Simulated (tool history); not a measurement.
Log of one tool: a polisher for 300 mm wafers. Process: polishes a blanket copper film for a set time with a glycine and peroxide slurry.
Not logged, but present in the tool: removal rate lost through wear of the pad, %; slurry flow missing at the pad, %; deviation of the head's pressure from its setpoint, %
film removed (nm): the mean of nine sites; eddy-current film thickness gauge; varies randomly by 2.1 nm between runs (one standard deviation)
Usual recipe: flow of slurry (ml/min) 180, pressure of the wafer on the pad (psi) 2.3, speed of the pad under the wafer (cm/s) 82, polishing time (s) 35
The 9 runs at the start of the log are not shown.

| run | hour | flow of slurry (ml/min) | pressure of the wafer on the pad (psi) | speed of the pad under the wafer (cm/s) | polishing time (s) | wafers since the last listed run | wafers polished on this pad | hours since the slurry nozzle was cleaned | hours since the head pressure was calibrated | incoming thickness of the incoming film, nm | film removed (nm) |
|---|---|---|---|---|---|---|---|---|---|---|---|
| 10 | 226.2 | 135 | 2.3 | 82 | 35 | 301 | 394 | 176.1 | 756.2 | 1661 | 144.4 |
| 11 | 256.8 | 135 | 2.3 | 82 | 35 | 263 | 658 | 206.7 | 786.8 | 1665.3 | 145 |
| 12 | 291.9 | 160 | 2.8 | 82 | 35 | 302 | 960 | 241.8 | 821.9 | 1637.5 | 167.3 |
|  | 306.3 | slurry nozzle cleaned, repeated, since the last time left the tool worse |
| 13 | 318.3 | 210 | 2.5 | 82 | 26 | 218 | 1179 | 12 | 848.3 | 1641.6 | 131.7 |
| 14 | 336.8 | 180 | 2.3 | 82 | 35 | 159 | 1338 | 30.5 | 866.8 | 1645.9 | 169.3 |
| 15 | 368.8 | 120 | 2 | 108 | 25 | 275 | 1614 | 62.5 | 898.8 | 1636.7 | 130.6 |
| 16 | 387.4 | 155 | 1.8 | 82 | 29 | 160 | 1774 | 81.1 | 917.4 | 1657.3 | 117.3 |
| 17 | 425.4 | 180 | 2.3 | 82 | 35 | 327 | 2101 | 119.1 | 955.4 | 1626 | 168.7 |
|  | 431.8 | worn pad replaced by a new one |
| 18 | 456.2 | 150 | 1.6 | 104 | 31 | 230 | 209 | 149.9 | 986.2 | 1628.7 | 143 |
| 19 | 484 | 180 | 2.3 | 82 | 35 | 239 | 449 | 177.7 | 1014 | 1656.5 | 167 |
| 20 | 511.2 | 180 | 2.7 | 82 | 35 | 234 | 683 | 204.9 | 1041.2 | 1653.8 | 183.6 |
| 21 | 609.7 | 180 | 2.3 | 82 | 43 | 848 | 1531 | 303.4 | 1139.7 | 1672.6 | 211.2 |
| 22 | 634.6 | 180 | 2.3 | 82 | 35 | 214 | 1745 | 328.3 | 1164.6 | 1671.8 | 170.4 |
|  | 638.8 | head pressure recalibrated |
| 23 | 651.7 | 245 | 2.3 | 82 | 40 | 130 | 1875 | 345.4 | 12.9 | 1657.1 | 201.2 |
|  | 672.9 | worn pad replaced by a new one |
| 24 | 680 | 235 | 3.1 | 82 | 35 | 209 | 60 | 373.7 | 41.2 | 1653.9 | 206 |
| 25 | 709 | 180 | 2.3 | 82 | 35 | 249 | 310 | 402.7 | 70.2 | 1667.4 | 165.1 |
| 26 | 741.9 | 135 | 2.3 | 66 | 35 | 283 | 593 | 435.6 | 103.1 | 1648.5 | 134.2 |
| 27 | 775.6 | 180 | 2.3 | 82 | 35 | 290 | 883 | 469.3 | 136.8 | 1655.3 | 166.8 |
| 28 | 801.8 | 120 | 2.3 | 92 | 40 | 225 | 1109 | 495.5 | 163 | 1667.2 | 196.4 |
| 29 | 825.5 | 180 | 2.3 | 82 | 35 | 204 | 1313 | 519.2 | 186.7 | 1653 | 166.6 |
| 30 | 898.3 | 215 | 1.9 | 106 | 24 | 626 | 1940 | 592 | 259.5 | 1653.8 | 124.6 |
| 31 | 931.9 | 120 | 1.5 | 82 | 35 | 289 | 2229 | 625.6 | 293.1 | 1662 | 123.6 |
|  | 938 | worn pad replaced by a new one |
| 32 | 963.7 | 180 | 2.3 | 82 | 35 | 239 | 221 | 657.4 | 324.9 | 1625.5 | 161.6 |

For run 33, what comes out?
| 33 | 998.4 | 130 | 1.8 | 90 | 46 | 298 | 520 | 692.1 | 359.6 | 1659.1 | ? |

Run 33 came out at film removed (nm) 186.3.
Without the tool's hidden state the same run would have given film removed (nm) 197.3.

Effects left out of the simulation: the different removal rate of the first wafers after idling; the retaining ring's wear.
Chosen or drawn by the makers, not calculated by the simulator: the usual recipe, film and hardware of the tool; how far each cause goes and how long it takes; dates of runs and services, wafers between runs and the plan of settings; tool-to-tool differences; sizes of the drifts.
